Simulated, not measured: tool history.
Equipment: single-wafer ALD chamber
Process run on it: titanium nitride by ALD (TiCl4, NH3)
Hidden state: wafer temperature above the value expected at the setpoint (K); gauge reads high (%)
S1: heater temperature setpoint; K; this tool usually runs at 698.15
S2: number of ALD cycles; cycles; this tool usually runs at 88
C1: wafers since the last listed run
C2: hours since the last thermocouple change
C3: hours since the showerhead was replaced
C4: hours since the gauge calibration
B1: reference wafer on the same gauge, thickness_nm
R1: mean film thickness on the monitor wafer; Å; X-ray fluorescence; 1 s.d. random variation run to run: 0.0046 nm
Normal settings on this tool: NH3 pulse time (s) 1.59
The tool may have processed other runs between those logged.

Run 1, hour 0: usual settings; C1 0; C2 442.3; C3 2095.3; C4 820.6; B1 2. Result: R1 18.32 Å.
Run 2, hour 131.6: usual settings; C1 512; C2 573.9; C3 2226.9; C4 952.2; B1 2. Result: R1 18.32 Å.
Run 3, hour 193.8: usual settings; C1 242; C2 636.1; C3 2289.1; C4 1014.4; B1 1.998. Result: R1 18.39 Å.
Run 4, hour 223.6: usual settings but NH3 pulse time (s) 1.81; C1 116; C2 665.9; C3 2318.9; C4 1044.2; B1 2.001. Result: R1 18.46 Å.
Run 5, hour 419.7: usual settings but NH3 pulse time (s) 1.81; C1 763; C2 862; C3 2515; C4 1240.3; B1 2.001. Result: R1 18.39 Å.
Run 6, hour 461.7: usual settings but S1 707.15 K; C1 163; C2 904; C3 2557; C4 1282.3; B1 2. Result: R1 18.38 Å.
Run 7, hour 499.5: usual settings but S1 707.15 K; C1 147; C2 941.8; C3 2594.8; C4 1320.1; B1 2.001. Result: R1 18.39 Å.
Run 8, hour 546.9: usual settings but S1 707.15 K; C1 184; C2 989.2; C3 2642.2; C4 1367.5; B1 2. Result: R1 18.43 Å.
Run 9, hour 590.2: usual settings but NH3 pulse time (s) 1.88; C1 168; C2 1032.5; C3 2685.5; C4 1410.8; B1 1.999. Result: R1 18.46 Å.
Run 10, hour 647.9: usual settings but NH3 pulse time (s) 1.88; C1 224; C2 1090.2; C3 2743.2; C4 1468.5; B1 1.997. Result: R1 18.44 Å.
Run 11, hour 715: usual settings but NH3 pulse time (s) 1.88; C1 261; C2 1157.3; C3 2810.3; C4 1535.6; B1 2.001. Result: R1 18.43 Å.
At hour 751.9: showerhead replaced.
Run 12, hour 754.6: usual settings; C1 123; C2 1196.9; C3 2.7; C4 1575.2; B1 2. Result: R1 18.28 Å.
Run 13, hour 812.4: usual settings; C1 225; C2 1254.7; C3 60.5; C4 1633; B1 2.001. Result: R1 18.4 Å.
Run 14, hour 868.4: usual settings but S1 692.15 K, S2 95 cycles; C1 218; C2 1310.7; C3 116.5; C4 1689; B1 1.999. Result: R1 19.82 Å.
At hour 897.3: gauge calibrated.
Run 15, hour 936.7: usual settings; C1 266; C2 1379; C3 184.8; C4 39.4; B1 1.999. Result: R1 18.35 Å.
Run 16, hour 969.8: usual settings; C1 128; C2 1412.1; C3 217.9; C4 72.5; B1 1.997. Result: R1 18.37 Å.
Run 17, hour 1022.8: usual settings; C1 206; C2 1465.1; C3 270.9; C4 125.5; B1 2. Result: R1 18.33 Å.
At hour 1073: thermocouple changed; heater temperature recalibrated.
Run 18, hour 1073.5: usual settings but S1 692.15 K, S2 81 cycles; C1 166; C2 0.5; C3 321.6; C4 176.2; B1 2. Result: R1 16.92 Å.
Run 19, hour 1136.9: usual settings; C1 246; C2 63.9; C3 385; C4 239.6; B1 2. Result: R1 18.46 Å.
Run 20, hour 1208.7: usual settings but S1 705.15 K, S2 97 cycles, NH3 pulse time (s) 1.13; C1 279; C2 135.7; C3 456.8; C4 311.4; B1 2. Result: R1 20.04 Å.
Run 21, hour 1255.4: usual settings but S1 709.15 K, S2 102 cycles, NH3 pulse time (s) 1.96; C1 181; C2 182.4; C3 503.5; C4 358.1; B1 2. Result: R1 21.38 Å.
Run 22, hour 1279.8: usual settings but S1 686.15 K, S2 74 cycles; C1 95; C2 206.8; C3 527.9; C4 382.5; B1 2. Result: R1 15.31 Å.
Run 23, hour 1372.6: usual settings but S1 688.15 K, NH3 pulse time (s) 1.79; C1 361; C2 299.6; C3 620.7; C4 475.3; B1 1.998. Result: R1 18.37 Å.
Run 24, hour 1432.1: usual settings but S1 688.15 K, S2 105 cycles, NH3 pulse time (s) 1.22; C1 231; C2 359.1; C3 680.2; C4 534.8; B1 2. Result: R1 21.54 Å.
Run 25, hour 1502.3: usual settings but S1 710.15 K, S2 102 cycles, NH3 pulse time (s) 1.11; C1 273; C2 429.3; C3 750.4; C4 605; B1 2. Result: R1 21.13 Å.
Run 26, hour 1551.4: usual settings but NH3 pulse time (s) 1.11; C1 191; C2 478.4; C3 799.5; C4 654.1; B1 1.999. Result: R1 18.25 Å.
Run 27, hour 1620.6: usual settings; C1 269; C2 547.6; C3 868.7; C4 723.3; B1 2.001. Result: R1 18.36 Å.
Run 28, hour 1646.4: usual settings but S1 710.15 K, S2 83 cycles, NH3 pulse time (s) 1.77; C1 100; C2 573.4; C3 894.5; C4 749.1; B1 2.001. Result: R1 17.41 Å.
Run 29, hour 1692.6: usual settings; C1 179; C2 619.6; C3 940.7; C4 795.3; B1 2.001. Result: R1 18.44 Å.
Run 30, hour 1762.1: usual settings but S1 689.15 K, S2 71 cycles, NH3 pulse time (s) 2.16; C1 270; C2 689.1; C3 1010.2; C4 864.8; B1 2. Result: R1 14.87 Å.
Run 31, hour 1862.2: usual settings but S1 707.15 K; C1 389; C2 789.2; C3 1110.3; C4 964.9; B1 2.001. Result: R1 18.37 Å.
Run 32, hour 1913.9: usual settings but S1 711.15 K, S2 84 cycles, NH3 pulse time (s) 2.01; C1 201; C2 840.9; C3 1162; C4 1016.6; B1 2. Result: R1 17.67 Å.
Run 33, hour 1974.5: usual settings; C1 236; C2 901.5; C3 1222.6; C4 1077.2; B1 1.999. Result: R1 18.43 Å.
Run 34, hour 2042.3: usual settings but S1 709.15 K, NH3 pulse time (s) 2.13; C1 264; C2 969.3; C3 1290.4; C4 1145; B1 1.999. Result: R1 18.53 Å.
Run 35, hour 2104.1: usual settings; C1 240; C2 1031.1; C3 1352.2; C4 1206.8; B1 2. Result: R1 18.41 Å.
Run 36, hour 2164.7: usual settings; C1 236; C2 1091.7; C3 1412.8; C4 1267.4; B1 2. Result: R1 18.38 Å.
Run 37, hour 2232.5: usual settings but S2 106 cycles, NH3 pulse time (s) 2.06; C1 264; C2 1159.5; C3 1480.6; C4 1335.2; B1 1.998. Result: R1 22.24 Å.

5 ways to go on from here, each from the tool as it stands after run 37. What would each give?
Run A, hour 2233.1: usual settings; C1 2; C2 1160.1; C3 1481.2; C4 1335.8; B1 ?. Result: R1 ?.
Run B, hour 2233.1: usual settings but S2 79 cycles, NH3 pulse time (s) 1.38; C1 2; C2 1160.1; C3 1481.2; C4 1335.8; B1 ?. Result: R1 ?.
Run C, hour 2233.1: usual settings but S2 94 cycles, NH3 pulse time (s) 2; C1 2; C2 1160.1; C3 1481.2; C4 1335.8; B1 ?. Result: R1 ?.
Run D, hour 2233.1: usual settings but S2 82 cycles, NH3 pulse time (s) 1.27; C1 2; C2 1160.1; C3 1481.2; C4 1335.8; B1 ?. Result: R1 ?.
Run E, hour 2233.1: usual settings but S1 711.15 K, S2 70 cycles, NH3 pulse time (s) 1.96; C1 2; C2 1160.1; C3 1481.2; C4 1335.8; B1 ?. Result: R1 ?.

run  B1     R1
  A   2  18.45
  B   2   16.5
  C   2  19.82
  D   2  17.09
  E   2  14.76
Had the tool no hidden state, the same runs would have come out as:
run     R1
  A  18.45
  B   16.5
  C  19.82
  D  17.09
  E  14.76
